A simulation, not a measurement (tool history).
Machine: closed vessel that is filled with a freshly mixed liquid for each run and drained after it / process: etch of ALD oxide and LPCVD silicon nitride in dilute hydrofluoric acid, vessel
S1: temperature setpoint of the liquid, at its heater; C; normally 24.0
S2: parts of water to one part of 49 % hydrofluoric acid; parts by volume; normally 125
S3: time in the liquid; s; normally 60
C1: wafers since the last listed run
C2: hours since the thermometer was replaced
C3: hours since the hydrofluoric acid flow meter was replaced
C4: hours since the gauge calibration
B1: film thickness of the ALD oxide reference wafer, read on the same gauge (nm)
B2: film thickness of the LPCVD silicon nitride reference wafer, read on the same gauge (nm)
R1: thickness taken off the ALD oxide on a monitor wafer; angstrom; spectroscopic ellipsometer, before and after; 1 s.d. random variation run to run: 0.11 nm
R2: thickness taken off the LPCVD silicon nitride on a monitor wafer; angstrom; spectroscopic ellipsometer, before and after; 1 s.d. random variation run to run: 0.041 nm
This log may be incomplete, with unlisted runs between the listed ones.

run    hour    S1   S2  S3     C1      C2     C3      C4      B1       B2     R1    R2
  1     0.0  24.0  125  80      0  2109.0  356.5  1935.9  131.08  121.727  178.2  3.72
  2    66.5  24.0  125  60   9174  2175.5  423.0  2002.4  131.07  121.738  134.0  2.97
       79.3  -- hydrofluoric acid flow meter replaced
  3    99.7  24.0  125  60   4442  2208.7   20.4  2035.6  131.03  121.680  133.3  2.43
  4   139.5  24.0  125  60   5491  2248.5   60.2  2075.4  130.99  121.638  132.6  2.71
  5   190.4  20.5  125  80   7022  2299.4  111.1  2126.3  130.96  121.643  157.5  2.62
  6   233.8  28.0  175  60   5987  2342.8  154.5  2169.7  130.97  121.559  104.1  3.30
  7   265.4  24.0  125  60   4359  2374.4  186.1  2201.3  130.94  121.551  134.2  2.65
  8   304.9  26.0  125  45   5449  2413.9  225.6  2240.8  130.95  121.583  107.6  2.27
  9   370.9  24.0  175  40   9106  2479.9  291.6  2306.8  130.84  121.548   60.4  1.41
      383.5  -- gauge calibrated
 10   405.5  24.0  125  60   4773  2514.5  326.2    22.0  139.14  129.239  142.9  2.65
      415.2  -- thermometer replaced
 11   451.2  28.0  100  70   6167    36.0  371.9    67.7  138.72  128.769  248.1  6.78
 12   486.5  24.0  125  40   4870    71.3  407.2   103.0  138.36  128.497   93.6  1.95
      513.5  -- hydrofluoric acid flow meter replaced
 13   514.0  26.5  145  75   3656    98.8    0.5   130.5  138.11  128.259  162.4  3.29
 14   560.2  28.5   65  80   6374   145.0   46.7   176.7  137.68  127.850  465.9  8.51
 15   600.8  24.0  125  60   5601   185.6   87.3   217.3  137.28  127.528  140.4  2.48
 16   645.7  20.0  155  30   6194   230.5  132.2   262.2  137.00  127.110   46.8  0.80
 17   691.4  24.0  125  60   6305   276.2  177.9   307.9  136.57  126.850  137.7  2.69
 18   727.7  28.5   85  60   5008   312.5  214.2   344.2  136.33  126.627  260.9  5.73
 19   766.0  21.5  170  60   5284   350.8  252.5   382.5  136.07  126.370   87.7  1.91
 20   915.9  24.0  125  60  20681   500.7  402.4   532.4  135.15  125.539  137.9  2.25
 21   945.0  24.0  125  60   4014   529.8  431.5   561.5  134.99  125.338  137.7  2.26
      996.6  -- hydrofluoric acid flow meter replaced
 22  1013.1  25.5  125  60   9257   597.9   16.5   629.6  134.68  125.058  146.3  3.47
 23  1083.2  24.0  125  60   9671   668.0   86.6   699.7  134.32  124.723  135.6  2.56
 24  1132.9  24.0  125  50   6857   717.7  136.3   749.4  134.12  124.530  115.9  2.93
 25  1195.7  24.0  175  40   8664   780.5  199.1   812.2  133.85  124.282   61.6  1.37
 26  1233.0  26.0  160  45   5146   817.8  236.4   849.5  133.72  124.184   81.9  2.02

Measured minus without-hidden-state, run by run (identical run-to-run variation in each term; gauge scatter may differ):
Hidden conditions of the tool in this case: liquid hotter than its thermometer reads (K); hydrofluoric acid flow above the setpoint (%); gauge reads high (%).
run     R1
  1  -12.1
  2   -9.2
  3   -9.1
  4   -9.1
  5  -10.9
  6   -7.2
  7   -9.3
  8   -7.5
  9   -4.2
 10   -0.8
 11   -2.3
 12   -1.1
 13   -2.2
 14   -7.9
 15   -2.8
 16   -1.1
 17   -3.5
 18   -7.0
 19   -2.5
 20   -4.9
 21   -5.1
 22   -5.8
 23   -5.7
 24   -5.1
 25   -2.8
 26   -3.8
R2: differs from the measured result by no more than 0.25 angstrom in any run.
